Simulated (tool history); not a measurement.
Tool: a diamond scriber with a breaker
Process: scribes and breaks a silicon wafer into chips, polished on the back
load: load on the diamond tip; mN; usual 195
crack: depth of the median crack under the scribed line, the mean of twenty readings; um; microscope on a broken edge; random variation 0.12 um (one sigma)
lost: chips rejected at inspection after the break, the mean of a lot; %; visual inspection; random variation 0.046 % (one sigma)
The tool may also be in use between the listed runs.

run	day	load	incoming depth of the damage left on the back of the incoming wafer, um	crack	lost
1	0	195	0.05	6.98	1.03
2	3.979	195	0.05	6.52	2.86
# day 5.208: diamond tip replaced by a new one
3	7.967	158	0.03	6.45	3
4	16.729	158	0.03	5.86	7.98
# day 18.675: diamond tip replaced by a new one
5	19.796	195	0.04	7.84	1.32
6	24.217	219	0.02	8.15	3
7	28.008	219	0.01	8.05	1.59
8	30.475	195	0.01	6.98	0.8
# day 34.129: diamond tip replaced by a new one
9	34.212	195	0.03	8.22	1.65
10	37.217	214	0.01	8.44	3.98
11	38.962	149	0.04	6.5	2.44
12	41.992	148	0.03	6.39	4.38
13	46.329	160	0.02	6.17	4.44
# day 47.325: load on the tip recalibrated
# day 48.692: diamond tip replaced by a new one
14	50.121	236	0.02	8.74	4.24
15	53.7	212	0.02	7.96	1.48
16	55.825	211	0.04	7.66	1.03
17	57.496	160	0.03	6.15	4.06
18	60.962	175	0.02	6.33	3.23

The tool's hidden state at each run:
H1: share of the diamond tip's cutting effectiveness lost through wear, %
H2: deviation of the load on the tip from its setpoint, %
run	H1	H2
1	14.6	8.12
2	25.5	9.47
3	6.4	10.6
4	19.8	12.3
5	3.02	12.8
6	6.17	13.3
7	12.2	13.7
8	17.8	13.9
9	0.301	14.2
10	1.32	14.3
11	2.8	14.4
12	6.91	14.6
13	16.2	14.7
14	0.963	3.21
15	3.42	5.5
16	6.18	6.66
17	9.02	7.5
18	16.8	9.01

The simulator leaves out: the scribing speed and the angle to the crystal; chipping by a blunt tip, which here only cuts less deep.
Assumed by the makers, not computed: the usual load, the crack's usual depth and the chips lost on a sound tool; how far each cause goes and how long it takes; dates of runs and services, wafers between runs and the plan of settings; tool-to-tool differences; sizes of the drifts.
